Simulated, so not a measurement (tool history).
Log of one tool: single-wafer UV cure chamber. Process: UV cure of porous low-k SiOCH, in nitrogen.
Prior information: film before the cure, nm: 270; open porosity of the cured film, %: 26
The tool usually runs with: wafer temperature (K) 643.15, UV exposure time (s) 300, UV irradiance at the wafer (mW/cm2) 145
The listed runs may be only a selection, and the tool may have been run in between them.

run	hour	wafer temperature (K)	UV exposure time (s)	UV irradiance at the wafer (mW/cm2)	loss of film thickness in the cure (%)
1	0.0	643.15	300	145	15.312
2	172.3	643.15	300	145	15.109
# hour 187.5: quartz window cleaned
3	200.3	643.15	300	145	15.972
4	243.0	643.15	430	145	17.724
5	436.2	655.15	300	145	15.624
# hour 491.7: quartz window cleaned
6	504.9	655.15	300	145	16.537
7	557.0	655.15	300	145	15.694
# hour 596.6: UV bulbs replaced
8	597.1	643.15	300	145	15.350
9	622.1	643.15	300	145	15.349
10	649.7	643.15	300	145	15.082
11	690.2	649.15	300	145	15.404
12	720.4	649.15	300	145	15.149
# hour 784.0: quartz window cleaned
13	787.7	643.15	300	145	16.096
14	834.8	643.15	170	145	13.065
15	876.2	643.15	375	145	16.979
16	942.4	643.15	300	145	15.500
17	989.8	643.15	175	145	12.344
# hour 1011.9: quartz window cleaned
18	1022.8	643.15	300	145	16.219
19	1083.6	643.15	450	145	18.159
20	1118.7	650.15	460	111	16.484
21	1166.6	627.15	300	173	15.747
22	1213.1	643.15	210	110	12.239
# hour 1258.4: quartz window cleaned
23	1268.7	660.15	300	145	16.642
24	1325.2	631.15	300	124	14.396

5 options for the next run, each taken on its own from the tool as it stands now. Forecast them:
A	1325.7	643.15	300	110	?
B	1325.7	624.15	445	106	?
C	1325.7	643.15	440	133	?
D	1325.7	632.15	345	145	?
E	1325.7	633.15	195	113	?

run	loss of film thickness in the cure (%)
A	14.478
B	15.921
C	17.512
D	16.421
E	12.209
What these runs would have given with no unlogged condition in the tool:
run	loss of film thickness in the cure (%)
A	15.141
B	16.597
C	18.196
D	17.100
E	12.844

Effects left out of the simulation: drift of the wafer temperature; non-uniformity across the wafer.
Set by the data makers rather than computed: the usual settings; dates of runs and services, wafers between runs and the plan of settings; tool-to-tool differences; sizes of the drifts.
